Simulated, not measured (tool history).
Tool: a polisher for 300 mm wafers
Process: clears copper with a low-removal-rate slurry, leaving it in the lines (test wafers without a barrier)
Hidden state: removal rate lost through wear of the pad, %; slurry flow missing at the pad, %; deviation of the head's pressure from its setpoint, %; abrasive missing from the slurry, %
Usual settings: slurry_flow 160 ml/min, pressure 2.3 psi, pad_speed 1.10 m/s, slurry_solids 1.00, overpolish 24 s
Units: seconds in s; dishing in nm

run,hour,slurry_flow,pressure,pad_speed,slurry_solids,overpolish,wafers since the last listed run,wafers polished on this pad,hours since the slurry nozzle was cleaned,hours since the head pressure was calibrated,hours since the slurry blender was calibrated,"incoming thickness of the incoming film, nm",seconds,dishing
1,0.0,120,2.3,1.10,1.00,24,0,161,378.3,1292.9,147.1,386.7,149.5,40.3
2,33.7,160,2.3,1.10,1.00,24,202,364,412.0,1326.6,180.8,394.5,137.7,42.4
3,53.6,160,2.3,1.10,1.00,24,119,484,431.9,1346.5,200.7,401.6,146.7,43.2
4,83.6,160,2.3,1.10,1.00,24,180,665,461.9,1376.5,230.7,399.9,143.4,42.6
5,106.5,160,2.3,1.10,1.00,24,137,803,484.8,1399.4,253.6,392.4,145.8,42.8
6,141.1,160,2.3,1.10,1.00,24,208,1011,519.4,1434.0,288.2,393.9,141.8,43.5
7,158.0,160,2.3,1.10,1.00,24,101,1113,536.3,1450.9,305.1,394.4,143.6,43.4
# hour 172.7: head pressure recalibrated
8,183.4,120,2.3,1.10,1.00,24,140,1253,561.7,10.7,330.5,396.7,147.6,40.6
9,217.8,130,2.3,1.28,1.00,24,207,1461,596.1,45.1,364.9,400.8,132.5,46.6
# hour 224.7: slurry blender recalibrated
10,234.9,160,2.0,1.10,1.00,24,90,1551,613.2,62.2,10.2,397.1,166.4,37.3
# hour 249.6: worn pad replaced by a new one
11,252.5,160,2.3,1.32,0.90,24,81,17,630.8,79.8,27.8,400.1,125.8,49.4
12,287.9,125,2.3,1.10,1.20,24,213,230,666.2,115.2,63.2,397.0,147.3,43.5
13,321.1,160,2.3,1.10,1.00,20,199,430,699.4,148.4,96.4,400.3,146.2,35.6
14,338.7,160,2.3,1.10,1.00,24,105,536,717.0,166.0,114.0,399.1,144.0,41.7
15,354.9,160,3.1,0.92,0.80,24,97,634,733.2,182.2,130.2,393.5,134.8,47.8
16,384.1,185,1.6,1.10,1.00,24,175,809,762.4,211.4,159.4,389.9,196.7,32.6
17,406.8,160,2.1,1.10,1.25,38,136,946,785.1,234.1,182.1,397.0,151.0,58.3
# hour 432.6: slurry nozzle cleaned
# hour 499.7: worn pad replaced by a new one
18,511.1,160,1.9,1.00,1.00,24,597,68,78.5,338.4,286.4,400.8,189.8,34.9
19,547.6,185,2.3,1.10,1.25,24,219,288,115.0,374.9,322.9,398.4,132.5,44.3
# hour 554.2: slurry blender recalibrated
20,570.2,120,2.3,0.98,0.75,18,124,412,137.6,397.5,16.0,391.6,178.0,27.7
21,595.0,160,2.3,1.10,1.00,24,149,561,162.4,422.3,40.8,395.6,138.7,42.2
22,617.7,160,2.3,1.10,1.00,24,136,698,185.1,445.0,63.5,403.5,145.2,41.6
23,660.8,160,2.3,1.10,1.00,24,259,957,228.2,488.1,106.6,394.7,142.8,42.8
24,691.0,160,2.3,1.10,1.00,24,181,1139,258.4,518.3,136.8,402.9,144.6,41.7
25,707.9,160,2.3,0.74,1.00,10,101,1241,275.3,535.2,153.7,392.2,209.8,14.7
26,734.6,210,2.8,1.10,1.00,35,160,1401,302.0,561.9,180.4,393.3,110.2,66.9
27,749.3,210,2.3,1.10,1.20,17,88,1490,316.7,576.6,195.1,398.1,133.6,34.9
# hour 756.6: worn pad replaced by a new one
28,775.0,160,2.6,1.10,1.00,24,130,110,342.4,602.3,220.8,396.3,129.0,48.6

Forecast each of these 4 alternatives for the next run:
A,775.5,160,2.3,1.10,1.00,24,3,114,342.9,602.8,221.3,396.1,?,?
B,775.5,145,2.7,1.10,1.00,24,3,114,342.9,602.8,221.3,396.1,?,?
C,775.5,160,2.3,1.10,1.00,29,3,114,342.9,602.8,221.3,396.1,?,?
D,775.5,160,2.6,1.22,1.00,24,3,114,342.9,602.8,221.3,396.1,?,?

run,seconds,dishing
A,140.3,43.9
B,121.8,49.6
C,140.3,50.6
D,112.9,52.3
Without the tool's hidden state the same runs would have given:
run,seconds,dishing
A,140.3,43.9
B,121.8,49.6
C,140.3,50.6
D,112.9,52.3

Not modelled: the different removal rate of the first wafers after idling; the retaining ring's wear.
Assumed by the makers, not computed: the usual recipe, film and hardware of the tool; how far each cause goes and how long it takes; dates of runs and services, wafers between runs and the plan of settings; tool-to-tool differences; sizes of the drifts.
